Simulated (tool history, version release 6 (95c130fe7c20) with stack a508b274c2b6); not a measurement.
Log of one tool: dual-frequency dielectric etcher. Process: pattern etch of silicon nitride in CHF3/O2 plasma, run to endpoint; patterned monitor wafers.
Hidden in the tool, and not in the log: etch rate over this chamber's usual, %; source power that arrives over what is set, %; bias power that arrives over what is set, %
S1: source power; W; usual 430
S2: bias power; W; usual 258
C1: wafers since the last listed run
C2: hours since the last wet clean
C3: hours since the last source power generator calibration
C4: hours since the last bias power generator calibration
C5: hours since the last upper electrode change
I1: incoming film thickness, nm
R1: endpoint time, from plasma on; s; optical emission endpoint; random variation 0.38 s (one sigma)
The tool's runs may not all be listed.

run,hour,S1,S2,C1,C2,C3,C4,C5,I1,R1
1,0,430,258,0,123.8,2097.3,3741.8,4142.9,99.9,61.2
2,65.1,430,258,439,188.9,2162.4,3806.9,4208,101.4,62.8
3,139.3,430,258,500,263.1,2236.6,3881.1,4282.2,100.2,62.2
4,189.4,430,258,338,313.2,2286.7,3931.2,4332.3,100.3,61.9
5,257,430,258,456,380.8,2354.3,3998.8,4399.9,100,62.9
6,338.2,430,258,547,462,2435.5,4080,4481.1,100.6,64
# hour 379.1: wet clean of the chamber
7,401.7,430,258,266,22.6,2499,4143.5,4544.6,98.8,60.8
# hour 420.2: bias power generator calibrated
8,474.3,370,214,462,95.2,2571.6,54.1,4617.2,101.1,74.8
9,553.1,540,313,531,174,2650.4,132.9,4696,99,48.8
# hour 572.9: source power generator calibrated
# hour 629.4: upper electrode replaced
10,661.1,430,196,539,282,88.2,240.9,31.7,100.5,73.9
11,723.1,430,279,418,344,150.2,302.9,93.7,100.7,60.2
12,830.2,430,258,722,451.1,257.3,410,200.8,100.1,63.1
13,871.5,430,206,278,492.4,298.6,451.3,242.1,100.5,72.6
14,949.6,330,258,526,570.5,376.7,529.4,320.2,100.3,74.1

3 ways to go on from here, each from the tool as it stands after run 14. What would each give?
A,950,470,258,2,570.9,377.1,529.8,320.6,101.2,?
B,950,500,198,2,570.9,377.1,529.8,320.6,101.2,?
C,950,390,210,2,570.9,377.1,529.8,320.6,101.2,?

run,R1
A,61.7
B,70
C,77.1
Without the tool's hidden state the same runs would have given:
run,R1
A,58.3
B,66.1
C,72.8
